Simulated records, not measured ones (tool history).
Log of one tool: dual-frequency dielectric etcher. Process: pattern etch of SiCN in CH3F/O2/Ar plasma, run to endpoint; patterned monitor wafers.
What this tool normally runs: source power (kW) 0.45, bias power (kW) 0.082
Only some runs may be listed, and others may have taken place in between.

run,hour,source power (kW),bias power (kW),"incoming incoming film thickness, nm",endpoint time (s)
1,0,0.45,0.082,10.29,24.2
2,58.2,0.45,0.082,10.2,23.8
3,100.7,0.45,0.082,10.23,23.8
4,143.5,0.39,0.082,10.35,25.2
5,217.4,0.39,0.082,10.19,24.8
6,258.8,0.45,0.082,10.16,23.6
7,348.9,0.45,0.082,10.21,23.5
8,453.8,0.45,0.082,10.26,23.5
9,515.5,0.45,0.082,10.16,23.3
10,612.2,0.45,0.082,10.16,23.2
11,650.7,0.54,0.069,10.19,22.9
12,725,0.36,0.082,10.29,25
13,827,0.53,0.099,10.18,20.9
14,878.5,0.45,0.068,10.25,25
15,958.3,0.49,0.075,10.2,23.7
16,1062.7,0.55,0.082,10.15,22.2
17,1129.7,0.45,0.091,10.22,23
18,1181.4,0.49,0.101,10.21,21.8
19,1271.3,0.52,0.07,10.11,22.8
20,1345.7,0.52,0.082,10.22,22.1
21,1451.8,0.53,0.096,10.2,20.9
22,1499.7,0.41,0.087,10.22,23.1
23,1561.1,0.39,0.068,10.23,24.9
24,1759,0.36,0.074,10.25,26.1
25,1850,0.45,0.082,10.15,23.4
26,1915.5,0.56,0.088,10.24,21.7
27,2022.1,0.45,0.082,10.14,23.2
28,2105,0.37,0.082,10.1,24.5
29,2144,0.49,0.082,10.26,22.6
30,2238.9,0.43,0.082,10.19,23.4
31,2312.4,0.37,0.1,10.2,23.2
32,2363.4,0.39,0.082,10.29,24.2
33,2597.9,0.45,0.076,10.16,24.1
34,2679,0.45,0.063,10.22,25.2
35,2733.5,0.38,0.099,10.28,23.9

Not shown: 7 entries that the log had between the listed runs. Between which runs, and how does the tool's hidden state differ before and after?
Between runs 1 and 2: bias power generator calibrated (hour 19.4)
  etch rate over this chamber's usual, %: 0.354 -> 0.662; source power that arrives over what is set, %: -2.36 -> -2.46
  difference, measured minus the result without the unlogged condition, endpoint time (s): +0.1 -> +0
Between runs 9 and 10: upper electrode replaced (hour 611.7)
  etch rate over this chamber's usual, %: 3.09 -> 3.6; source power that arrives over what is set, %: -3.29 -> -3.47
  difference, measured minus the result without the unlogged condition, endpoint time (s): -0.5 -> -0.6
Between runs 13 and 14: wet clean of the chamber (hour 857.2)
  etch rate over this chamber's usual, %: 4.74 -> 1.13; source power that arrives over what is set, %: -3.86 -> -3.95
  difference, measured minus the result without the unlogged condition, endpoint time (s): -0.8 -> +0
Between runs 18 and 19: source power generator calibrated (hour 1223.9)
  etch rate over this chamber's usual, %: 2.73 -> 3.21; source power that arrives over what is set, %: -4.5 -> -0.123
  difference, measured minus the result without the unlogged condition, endpoint time (s): -0.2 -> -0.7
Between runs 23 and 24: wet clean of the chamber (hour 1680.4)
  etch rate over this chamber's usual, %: 4.74 -> 1.04; source power that arrives over what is set, %: -0.649 -> -1.01
  difference, measured minus the result without the unlogged condition, endpoint time (s): -1.1 -> -0.2
Between runs 32 and 33: wet clean of the chamber (hour 2487.1)
  etch rate over this chamber's usual, %: 4.24 -> 1.16; source power that arrives over what is set, %: -2.11 -> -2.53
  difference, measured minus the result without the unlogged condition, endpoint time (s): -0.9 -> -0.1
Between runs 34 and 35: bias power generator calibrated (hour 2726.5)
  etch rate over this chamber's usual, %: 1.59 -> 1.88; source power that arrives over what is set, %: -2.68 -> -2.78
  difference, measured minus the result without the unlogged condition, endpoint time (s): -0.2 -> -0.3
